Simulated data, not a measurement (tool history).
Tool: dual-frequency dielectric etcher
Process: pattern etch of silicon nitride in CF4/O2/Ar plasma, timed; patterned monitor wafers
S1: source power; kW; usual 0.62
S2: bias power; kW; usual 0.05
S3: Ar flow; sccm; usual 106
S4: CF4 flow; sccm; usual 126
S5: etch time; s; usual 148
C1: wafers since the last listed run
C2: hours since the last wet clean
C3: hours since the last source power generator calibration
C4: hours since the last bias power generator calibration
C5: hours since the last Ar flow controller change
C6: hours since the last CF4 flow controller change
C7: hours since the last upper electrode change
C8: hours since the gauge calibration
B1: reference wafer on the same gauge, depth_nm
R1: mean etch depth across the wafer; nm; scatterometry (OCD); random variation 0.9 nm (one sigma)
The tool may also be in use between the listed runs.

run	hour	S1	S2	S3	S4	S5	C1	C2	C3	C4	C5	C6	C7	C8	B1	R1
1	0	0.62	0.05	106	126	148	0	227.3	2069.3	2558	3702.1	5241.7	2525.8	181.4	336.3	347.1
2	33.2	0.62	0.05	106	126	148	294	260.5	2102.5	2591.2	3735.3	5274.9	2559	214.6	336	347.1
3	55.3	0.62	0.05	106	126	148	195	282.6	2124.6	2613.3	3757.4	5297	2581.1	236.7	335.7	347.1
# hour 100.9: upper electrode replaced
4	101.4	0.62	0.05	106	126	148	195	328.7	2170.7	2659.4	3803.5	5343.1	0.5	282.8	335.9	345.6
5	103.4	0.62	0.046	106	126	148	17	330.7	2172.7	2661.4	3805.5	5345.1	2.5	284.8	335.9	338.9
6	133.8	0.62	0.046	106	126	148	269	361.1	2203.1	2691.8	3835.9	5375.5	32.9	315.2	336	336.2
7	164.5	0.66	0.05	106	126	148	272	391.8	2233.8	2722.5	3866.6	5406.2	63.6	345.9	336.4	368.5
8	198.4	0.62	0.05	106	126	127	300	425.7	2267.7	2756.4	3900.5	5440.1	97.5	379.8	336.1	295.6
9	212.5	0.62	0.058	106	126	148	125	439.8	2281.8	2770.5	3914.6	5454.2	111.6	393.9	336	360.6
10	226.7	0.62	0.05	106	108	148	125	454	2296	2784.7	3928.8	5468.4	125.8	408.1	335.8	336.3
# hour 238: CF4 flow controller replaced
11	249.5	0.56	0.05	114	126	148	148	476.8	2318.8	2807.5	3951.6	11.5	148.6	430.9	335.8	307.2
# hour 288: wet clean of the chamber
12	288.5	0.62	0.05	106	126	148	132	0.5	2357.8	2846.5	3990.6	50.5	187.6	469.9	336	352.4
13	309.9	0.57	0.045	106	126	174.5	189	21.9	2379.2	2867.9	4012	71.9	209	491.3	336.2	367.3
14	341.1	0.62	0.05	106	126	148	276	53.1	2410.4	2899.1	4043.2	103.1	240.2	522.5	335.8	350.6
# hour 359.8: gauge calibrated
15	365.8	0.62	0.05	106	126	148	218	77.8	2435.1	2923.8	4067.9	127.8	264.9	6	336.1	353.7
16	393.1	0.62	0.05	106	158	159.5	242	105.1	2462.4	2951.1	4095.2	155.1	292.2	33.3	335.9	390.6
# hour 409.1: source power generator calibrated
# hour 416.1: Ar flow controller replaced
17	424.9	0.62	0.05	106	126	148	193	136.9	15.8	2982.9	8.8	186.9	324	65.1	335.8	351.4
# hour 442.5: bias power generator calibrated
18	518.5	0.62	0.05	82	126	148	794	230.5	109.4	76	102.4	280.5	417.6	158.7	335.9	359.1
19	544.2	0.62	0.05	118	126	148	227	256.2	135.1	101.7	128.1	306.2	443.3	184.4	335.8	345
20	566.1	0.62	0.05	106	126	148	194	278.1	157	123.6	150	328.1	465.2	206.3	336.2	348.4
21	579.1	0.62	0.045	91	126	106	115	291.1	170	136.6	163	341.1	478.2	219.3	336.1	246
22	614.2	0.48	0.05	90	149	148	311	326.2	205.1	171.7	198.1	376.2	513.3	254.4	336.1	273.4

The same runs without the tool's hidden state, with the same run-to-run variation:
The hidden state here: etch rate over this chamber's usual, %; source power that arrives over what is set, %; bias power that arrives over what is set, %; Ar flow that arrives over what is set, %; CF4 flow that arrives over what is set, %; gauge reads high (%).
run	R1
1	350.5
2	350.9
3	351.3
4	350.5
5	343.7
6	341.5
7	374.8
8	301.1
9	367.5
10	343
11	313.6
12	351.2
13	366.5
14	350.3
15	353.7
16	391.1
17	352.3
18	361.5
19	347.7
20	351.4
21	248.3
22	276.4
